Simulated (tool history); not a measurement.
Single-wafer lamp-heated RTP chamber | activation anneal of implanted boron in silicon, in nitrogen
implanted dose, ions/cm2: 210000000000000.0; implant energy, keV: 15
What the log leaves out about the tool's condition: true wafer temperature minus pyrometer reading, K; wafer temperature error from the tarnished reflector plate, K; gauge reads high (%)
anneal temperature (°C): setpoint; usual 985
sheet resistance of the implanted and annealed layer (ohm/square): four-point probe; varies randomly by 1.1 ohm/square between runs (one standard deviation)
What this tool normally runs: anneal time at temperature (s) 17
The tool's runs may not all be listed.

run     day  anneal temperature (°C)  anneal time at temperature (s)  wafers since the last listed run  wafers since the last pyrometer calibration  wafers since the reflector plate was cleaned  hours since the gauge calibration  read-back reference wafer on the same gauge, sheet resistance  sheet resistance of the implanted and annealed layer (ohm/square)
  1       0                      985                              17                                 0                                         1736                                         12508                               44.9                                                         409.03                                                             448.43
  2   0.612                      985                              17                               171                                         1908                                         12680                               59.6                                                          409.1                                                             445.01
  3   0.967                      985                              17                                99                                         2008                                         12779                               68.1                                                         408.87                                                                445
  4   1.571                      970                              17                               169                                         2177                                         12949                               82.6                                                         408.95                                                             454.59
  5   2.133                      970                              17                               157                                         2335                                         13107                               96.1                                                            409                                                             455.04
  6   2.529                      985                              22                               111                                         2446                                         13218                              105.6                                                         408.74                                                             443.87
  7   2.996                      985                              17                               130                                         2577                                         13349                              116.8                                                         408.81                                                             443.85
  8   3.567                      985                              17                               160                                         2737                                         13509                              130.5                                                         409.07                                                             445.11
  9   4.308                      974                              17                               208                                         2946                                         13717                              148.3                                                         408.72                                                             449.67
 10   4.996                      974                              17                               192                                         3139                                         13910                              164.8                                                         409.09                                                             450.97
 11   5.517                      974                              17                               146                                         3285                                         14056                              177.3                                                         409.05                                                             450.08
      6.108  -- reflector plate cleaned
 12   6.267                     1008                              17                               116                                         3402                                            44                              195.3                                                         408.87                                                             439.86
 13   6.917                      985                              17                               182                                         3584                                           226                              210.9                                                         409.02                                                             443.96
 14   7.417                      985                              17                               140                                         3724                                           366                              222.9                                                         409.08                                                             444.76
 15     8.1                     1002                              10                               191                                         3916                                           558                              239.3                                                         408.93                                                             442.35
 16   8.479                      985                              17                               106                                         4023                                           665                              248.4                                                         409.26                                                             445.71
 17   9.046                      969                              11                               159                                         4182                                           824                                262                                                         409.02                                                             456.93
 18   9.783                      985                              25                               206                                         4389                                          1031                              279.7                                                         409.04                                                             443.75
     10.312  -- gauge calibrated
     10.429  -- pyrometer window cleaned and pyrometer calibrated
 19   10.45                      970                              11                                93                                            6                                          1124                                3.3                                                         409.19                                                             471.95
 20    10.7                      964                              25                                70                                           76                                          1194                                9.3                                                         408.97                                                             470.26
 21  11.262                      970                              11                               157                                          234                                          1352                               22.8                                                            409                                                             468.99
 22  11.692                      970                              12                               120                                          354                                          1473                               33.1                                                         408.88                                                             467.27
 23  12.329                      968                              14                               178                                          533                                          1652                               48.4                                                         409.29                                                             467.77
 24  12.808                      985                              17                               134                                          668                                          1786                               59.9                                                         409.11                                                             448.31
 25  13.433                      985                              20                               175                                          843                                          1962                               74.9                                                         408.93                                                             446.43
 26  13.971                      974                               8                               150                                          994                                          2112                               87.8                                                         409.03                                                              461.5
 27  14.712                     1004                              11                               208                                         1202                                          2321                              105.6                                                         409.15                                                             443.65
 28  15.204                      968                              21                               137                                         1340                                          2459                              117.4                                                         408.89                                                             455.43

Across each entry between runs, compare the hidden state at the last listed run before it with the hidden state at the first listed run after it:
In the gap between runs 11 and 12: reflector plate cleaned (day 6.108)
  true wafer temperature minus pyrometer reading, K: 12.4 -> 12.6
  measured less the result without the state, sheet resistance of the implanted and annealed layer (ohm/square): -11.6 -> -1.92
In the gap between runs 18 and 19: gauge calibrated (day 10.312); pyrometer window cleaned and pyrometer calibrated (day 10.429)
  true wafer temperature minus pyrometer reading, K: 13.3 -> 0.83
  measured less the result without the state, sheet resistance of the implanted and annealed layer (ohm/square): -5.96 -> -1.39

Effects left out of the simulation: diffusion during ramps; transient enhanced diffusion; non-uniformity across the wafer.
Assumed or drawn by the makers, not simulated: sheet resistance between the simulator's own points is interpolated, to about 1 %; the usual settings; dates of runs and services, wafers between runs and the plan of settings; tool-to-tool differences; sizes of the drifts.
